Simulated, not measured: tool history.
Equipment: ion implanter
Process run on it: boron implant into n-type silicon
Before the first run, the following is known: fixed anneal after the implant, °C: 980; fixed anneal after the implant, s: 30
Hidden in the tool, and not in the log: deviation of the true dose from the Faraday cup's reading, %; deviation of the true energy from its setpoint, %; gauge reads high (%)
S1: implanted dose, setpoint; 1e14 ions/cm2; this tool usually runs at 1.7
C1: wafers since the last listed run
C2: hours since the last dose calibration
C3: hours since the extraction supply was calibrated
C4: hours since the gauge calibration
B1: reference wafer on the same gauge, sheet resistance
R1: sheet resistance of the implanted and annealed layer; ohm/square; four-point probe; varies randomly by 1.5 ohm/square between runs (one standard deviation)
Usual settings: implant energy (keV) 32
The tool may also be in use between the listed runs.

run 1 hour=0 | S1=1.7 implant_energy_(keV)=25 | C1=0 C2=1607.3 C3=4535.8 C4=684.2 | B1=544.35 | R1=492.44
run 2 hour=49.7 | S1=1.7 implant_energy_(keV)=25 | C1=721 C2=1657 C3=4585.5 C4=733.9 | B1=543.78 | R1=490.73
run 3 hour=111.1 | S1=1.7 implant_energy_(keV)=25 | C1=891 C2=1718.4 C3=4646.9 C4=795.3 | B1=544.17 | R1=491.91
run 4 hour=207.5 | S1=1.45 implant_energy_(keV)=32 | C1=1399 C2=1814.8 C3=4743.3 C4=891.7 | B1=543.75 | R1=528.63
run 5 hour=305.1 | S1=1.45 implant_energy_(keV)=32 | C1=1417 C2=1912.4 C3=4840.9 C4=989.3 | B1=544.05 | R1=525.17
run 6 hour=377.7 | S1=1.45 implant_energy_(keV)=32 | C1=1054 C2=1985 C3=4913.5 C4=1061.9 | B1=543.79 | R1=525.27
run 7 hour=438 | S1=1.7 implant_energy_(keV)=29 | C1=875 C2=2045.3 C3=4973.8 C4=1122.2 | B1=544.26 | R1=476.84
-- hour=462 extraction supply calibrated
-- hour=522.7 Faraday cup replaced and dose calibrated
run 8 hour=523.2 | S1=1.9 implant_energy_(keV)=27 | C1=1004 C2=0.5 C3=61.2 C4=1207.4 | B1=544.14 | R1=454.86
-- hour=593.2 gauge calibrated
run 9 hour=610.8 | S1=2.1 implant_energy_(keV)=32 | C1=1272 C2=88.1 C3=148.8 C4=17.6 | B1=544.13 | R1=413.52
run 10 hour=692.3 | S1=1.57 implant_energy_(keV)=28.5 | C1=1183 C2=169.6 C3=230.3 C4=99.1 | B1=544.4 | R1=517.64
run 11 hour=762.3 | S1=2.21 implant_energy_(keV)=36.5 | C1=1016 C2=239.6 C3=300.3 C4=169.1 | B1=543.87 | R1=392.09
run 12 hour=864.4 | S1=1.7 implant_energy_(keV)=32 | C1=1482 C2=341.7 C3=402.4 C4=271.2 | B1=544.02 | R1=482.38
run 13 hour=922.2 | S1=2.07 implant_energy_(keV)=39.5 | C1=839 C2=399.5 C3=460.2 C4=329 | B1=543.98 | R1=406.66
run 14 hour=1018.3 | S1=2.04 implant_energy_(keV)=40.5 | C1=1395 C2=495.6 C3=556.3 C4=425.1 | B1=543.7 | R1=406.59
run 15 hour=1083.2 | S1=1.7 implant_energy_(keV)=32 | C1=942 C2=560.5 C3=621.2 C4=490 | B1=544.37 | R1=479.07

Alternative continuations, all from the tool just after run 15; predict every row:
run A hour=1083.6 | S1=1.7 implant_energy_(keV)=32 | C1=5 C2=560.9 C3=621.6 C4=490.4 | B1=? | R1=?
run B hour=1083.6 | S1=1.26 implant_energy_(keV)=22 | C1=5 C2=560.9 C3=621.6 C4=490.4 | B1=? | R1=?
run C hour=1083.6 | S1=1.34 implant_energy_(keV)=27 | C1=5 C2=560.9 C3=621.6 C4=490.4 | B1=? | R1=?
run D hour=1083.6 | S1=2.18 implant_energy_(keV)=32 | C1=5 C2=560.9 C3=621.6 C4=490.4 | B1=? | R1=?
run E hour=1083.6 | S1=1.28 implant_energy_(keV)=32 | C1=5 C2=560.9 C3=621.6 C4=490.4 | B1=? | R1=?

run=A B1=544.04 R1=481.16
run=B B1=544.04 R1=634.98
run=C B1=544.04 R1=585.87
run=D B1=544.04 R1=403.6
run=E B1=544.04 R1=586.64
Without the tool's unlogged condition, the same runs would have read:
run=A R1=482.51
run=B R1=636.84
run=C R1=587.55
run=D R1=404.76
run=E R1=588.28
